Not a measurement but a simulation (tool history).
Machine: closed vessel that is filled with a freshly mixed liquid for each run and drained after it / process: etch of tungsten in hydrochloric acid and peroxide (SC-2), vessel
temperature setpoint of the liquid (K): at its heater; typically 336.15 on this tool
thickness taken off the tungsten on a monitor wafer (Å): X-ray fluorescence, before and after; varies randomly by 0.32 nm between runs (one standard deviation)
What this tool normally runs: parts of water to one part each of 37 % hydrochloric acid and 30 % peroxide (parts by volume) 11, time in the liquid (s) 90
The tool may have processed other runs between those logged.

run,day,temperature setpoint of the liquid (K),parts of water to one part each of 37 % hydrochloric acid and 30 % peroxide (parts by volume),time in the liquid (s),"read-back film thickness of the tungsten reference wafer, read on the same gauge (nm)",thickness taken off the tungsten on a monitor wafer (Å)
1,0,336.15,11,115,40,553.4
2,3.079,336.15,11,115,39.98,549.9
3,4.8,336.15,11,115,39.98,550.5
4,6.538,336.15,11,90,40.01,423.2
5,8.846,336.15,11,90,40.01,429.7
6,10.517,336.15,11,90,40.02,424.6
7,12.417,344.15,11,90,40.02,681
8,16.658,344.15,11,90,40,688.4
# day 18.575: gauge calibrated
9,19.108,336.15,11,90,39.99,418
10,23.183,334.15,11,130,39.99,531
# day 25.479: chemicals flow meter replaced
11,25.942,328.15,11,90,40,248.5
# day 26.629: new drum of peroxide connected
# day 26.888: thermometer replaced
12,29.933,336.15,11,140,40,621.7
13,32.042,333.15,14.5,130,40.01,382.4
# day 34.267: new drum of peroxide connected, repeated, since the last time left the tool worse
14,35.017,340.65,13,90,40,505
15,38.9,328.15,11,90,39.98,266.3
16,40.929,336.15,8.5,35,40.02,210.4
17,42.829,333.15,14.5,130,39.99,405
18,45.242,336.15,11,90,40,428.5
# day 45.512: gauge calibrated
19,46.983,342.65,8.5,35,40,309.2
20,49.629,329.65,14,145,39.99,372.7

4 options for the next run, each taken on its own from the tool as it stands now. Forecast them:
A,49.658,336.15,11,90,?,?
B,49.658,336.15,8.5,55,?,?
C,49.658,327.65,9,90,?,?
D,49.658,330.65,15,90,?,?

run,"read-back film thickness of the tungsten reference wafer, read on the same gauge (nm)",thickness taken off the tungsten on a monitor wafer (Å)
A,40.01,424.5
B,40.01,321.4
C,40.01,293.3
D,40.01,229.9
Take away the tool's hidden state, keep each run's random variation, and the runs would have read:
run,thickness taken off the tungsten on a monitor wafer (Å)
A,435.8
B,329.7
C,300.9
D,236.1

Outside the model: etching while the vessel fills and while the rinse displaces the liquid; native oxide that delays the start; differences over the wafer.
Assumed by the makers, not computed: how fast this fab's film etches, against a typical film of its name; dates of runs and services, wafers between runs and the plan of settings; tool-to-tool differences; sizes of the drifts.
